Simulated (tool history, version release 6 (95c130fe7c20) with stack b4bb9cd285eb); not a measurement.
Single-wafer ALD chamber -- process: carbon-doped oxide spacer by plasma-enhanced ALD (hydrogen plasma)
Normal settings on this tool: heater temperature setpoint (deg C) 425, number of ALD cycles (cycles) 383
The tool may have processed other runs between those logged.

run    hour  heater temperature setpoint (deg C)  number of ALD cycles (cycles)  read-back reference wafer on the same gauge, thickness_nm  mean film thickness on the monitor wafer (angstrom)
  1       0                                  432                            383                                                     18.012                                               180.33
  2    54.2                                  432                            383                                                     17.994                                               180.51
  3   122.3                                  425                            383                                                     17.999                                               183.97
  4   228.7                                  425                            383                                                     17.998                                               183.85
  5   269.4                                  425                            383                                                     17.999                                               185.22
  6   332.3                                  425                            383                                                     18.009                                               184.86
  7   386.9                                  425                            383                                                     17.995                                               185.27
  8   475.2                                  425                            383                                                     17.987                                               184.73
  9     552                                  425                            383                                                     18.006                                               185.66
 10   623.8                                  425                            383                                                     17.983                                               186.23
 11   662.5                                  425                            383                                                     17.996                                               185.26
 12     701                                  425                            334                                                     18.002                                               161.49
 13   800.2                                  425                            340                                                     18.006                                                165.9
 14   842.8                                  425                            340                                                     17.999                                                163.9
      885.6  -- thermocouple changed; heater temperature recalibrated
 15   936.6                                  425                            383                                                      17.99                                               182.22
 16  1015.1                                  436                            333                                                     18.003                                                153.4
       1028  -- gauge calibrated
 17  1111.4                                  425                            383                                                         18                                               183.46
 18  1168.3                                  418                            424                                                     18.003                                               206.15
 19  1270.6                                  425                            383                                                     17.988                                               183.28
 20  1364.1                                  411                            383                                                     17.993                                               190.43
 21    1461                                  439                            346                                                     18.005                                               158.63
 22  1563.5                                  413                            353                                                     18.003                                               174.16
 23  1630.9                                  425                            340                                                     17.998                                               162.44
 24  1688.8                                  430                            308                                                     18.006                                               145.88
 25  1789.8                                  421                            313                                                     18.001                                                151.7
 26  1837.1                                  419                            427                                                     18.002                                                209.2
 27  1937.7                                  425                            410                                                     18.002                                               197.15
 28  2025.1                                  418                            424                                                      17.99                                                208.7
 29  2099.1                                  410                            346                                                     17.998                                               174.21

Predict each of these 3 candidate next runs independently; none follows another, all start after run 29:
  A  2100.1                                  425                            383                                                          ?                                                    ?
  B  2100.1                                  415                            458                                                          ?                                                    ?
  C  2100.1                                  412                            352                                                          ?                                                    ?

run  read-back reference wafer on the same gauge, thickness_nm  mean film thickness on the monitor wafer (angstrom)
  A                                                     17.996                                               184.71
  B                                                     17.996                                               227.12
  C                                                     17.996                                               175.99
Without the tool's unlogged condition, the same runs would have read:
run  mean film thickness on the monitor wafer (angstrom)
  A                                               182.57
  B                                               224.55
  C                                               174.02
